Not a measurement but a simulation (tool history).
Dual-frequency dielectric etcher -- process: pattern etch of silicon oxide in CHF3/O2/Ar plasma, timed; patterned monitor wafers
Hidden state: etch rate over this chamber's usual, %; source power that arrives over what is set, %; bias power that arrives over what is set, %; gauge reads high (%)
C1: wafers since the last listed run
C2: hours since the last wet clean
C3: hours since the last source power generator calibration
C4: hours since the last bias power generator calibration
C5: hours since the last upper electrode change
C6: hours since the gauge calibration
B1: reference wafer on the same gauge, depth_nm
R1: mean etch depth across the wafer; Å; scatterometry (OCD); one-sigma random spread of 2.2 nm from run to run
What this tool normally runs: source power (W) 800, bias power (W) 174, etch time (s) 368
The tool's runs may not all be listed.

run 1 hour=0 | source_power_(W)=800 bias_power_(W)=174 etch_time_(s)=368 | C1=0 C2=424.3 C3=3020.8 C4=3191.4 C5=2893.2 C6=157 | B1=883.3 | R1=9347
run 2 hour=9.1 | source_power_(W)=800 bias_power_(W)=197 etch_time_(s)=368 | C1=55 C2=433.4 C3=3029.9 C4=3200.5 C5=2902.3 C6=166.1 | B1=883.9 | R1=9805
run 3 hour=18.4 | source_power_(W)=800 bias_power_(W)=197 etch_time_(s)=368 | C1=56 C2=442.7 C3=3039.2 C4=3209.8 C5=2911.6 C6=175.4 | B1=883.8 | R1=9828
run 4 hour=26.3 | source_power_(W)=800 bias_power_(W)=150 etch_time_(s)=368 | C1=47 C2=450.6 C3=3047.1 C4=3217.7 C5=2919.5 C6=183.3 | B1=883.2 | R1=8856
run 5 hour=41.8 | source_power_(W)=800 bias_power_(W)=174 etch_time_(s)=368 | C1=94 C2=466.1 C3=3062.6 C4=3233.2 C5=2935 C6=198.8 | B1=883.2 | R1=9321
run 6 hour=55.5 | source_power_(W)=800 bias_power_(W)=174 etch_time_(s)=368 | C1=83 C2=479.8 C3=3076.3 C4=3246.9 C5=2948.7 C6=212.5 | B1=883.9 | R1=9422
run 7 hour=71.4 | source_power_(W)=800 bias_power_(W)=174 etch_time_(s)=368 | C1=96 C2=495.7 C3=3092.2 C4=3262.8 C5=2964.6 C6=228.4 | B1=884.4 | R1=9388
-- hour=89.8 bias power generator calibrated
run 8 hour=90.3 | source_power_(W)=800 bias_power_(W)=174 etch_time_(s)=368 | C1=90 C2=514.6 C3=3111.1 C4=0.5 C5=2983.5 C6=247.3 | B1=883.3 | R1=9445
run 9 hour=96 | source_power_(W)=800 bias_power_(W)=174 etch_time_(s)=368 | C1=34 C2=520.3 C3=3116.8 C4=6.2 C5=2989.2 C6=253 | B1=884.2 | R1=9426
-- hour=127.7 wet clean of the chamber
-- hour=148.4 upper electrode replaced
run 10 hour=148.9 | source_power_(W)=800 bias_power_(W)=174 etch_time_(s)=368 | C1=49 C2=21.2 C3=3169.7 C4=59.1 C5=0.5 C6=305.9 | B1=883.8 | R1=9033
run 11 hour=149.3 | source_power_(W)=890 bias_power_(W)=174 etch_time_(s)=368 | C1=2 C2=21.6 C3=3170.1 C4=59.5 C5=0.9 C6=306.3 | B1=885.4 | R1=9332
run 12 hour=149.8 | source_power_(W)=800 bias_power_(W)=130 etch_time_(s)=420.5 | C1=3 C2=22.1 C3=3170.6 C4=60 C5=1.4 C6=306.8 | B1=884 | R1=9234
run 13 hour=150.2 | source_power_(W)=800 bias_power_(W)=174 etch_time_(s)=400 | C1=2 C2=22.5 C3=3171 C4=60.4 C5=1.8 C6=307.2 | B1=883.4 | R1=9814
run 14 hour=163.1 | source_power_(W)=870 bias_power_(W)=138 etch_time_(s)=368 | C1=78 C2=35.4 C3=3183.9 C4=73.3 C5=14.7 C6=320.1 | B1=883.7 | R1=8512
-- hour=168.1 gauge calibrated
-- hour=170.6 source power generator calibrated
run 15 hour=211.7 | source_power_(W)=800 bias_power_(W)=174 etch_time_(s)=266 | C1=270 C2=84 C3=41.1 C4=121.9 C5=63.3 C6=43.6 | B1=883.8 | R1=6543
run 16 hour=226.6 | source_power_(W)=800 bias_power_(W)=174 etch_time_(s)=295 | C1=90 C2=98.9 C3=56 C4=136.8 C5=78.2 C6=58.5 | B1=884.4 | R1=7242
run 17 hour=240.6 | source_power_(W)=800 bias_power_(W)=130 etch_time_(s)=420.5 | C1=84 C2=112.9 C3=70 C4=150.8 C5=92.2 C6=72.5 | B1=882.9 | R1=9260
run 18 hour=249.6 | source_power_(W)=800 bias_power_(W)=174 etch_time_(s)=368 | C1=54 C2=121.9 C3=79 C4=159.8 C5=101.2 C6=81.5 | B1=885 | R1=9068
run 19 hour=264.3 | source_power_(W)=630 bias_power_(W)=187 etch_time_(s)=285 | C1=89 C2=136.6 C3=93.7 C4=174.5 C5=115.9 C6=96.2 | B1=883.4 | R1=6682
run 20 hour=272.1 | source_power_(W)=800 bias_power_(W)=191 etch_time_(s)=368 | C1=47 C2=144.4 C3=101.5 C4=182.3 C5=123.7 C6=104 | B1=884.9 | R1=9468

The tool's hidden state at each run:
source power that arrives over what is set, %: 0 on each run
bias power that arrives over what is set, %: 0 on each run
gauge reads high (%): 0 on each run
H1: etch rate over this chamber's usual, %
run=1 H1=4.23
run=2 H1=4.32
run=3 H1=4.4
run=4 H1=4.48
run=5 H1=4.62
run=6 H1=4.75
run=7 H1=4.89
run=8 H1=5.07
run=9 H1=5.12
run=10 H1=0.537
run=11 H1=0.541
run=12 H1=0.545
run=13 H1=0.549
run=14 H1=0.668
run=15 H1=1.12
run=16 H1=1.25
run=17 H1=1.38
run=18 H1=1.47
run=19 H1=1.6
run=20 H1=1.67
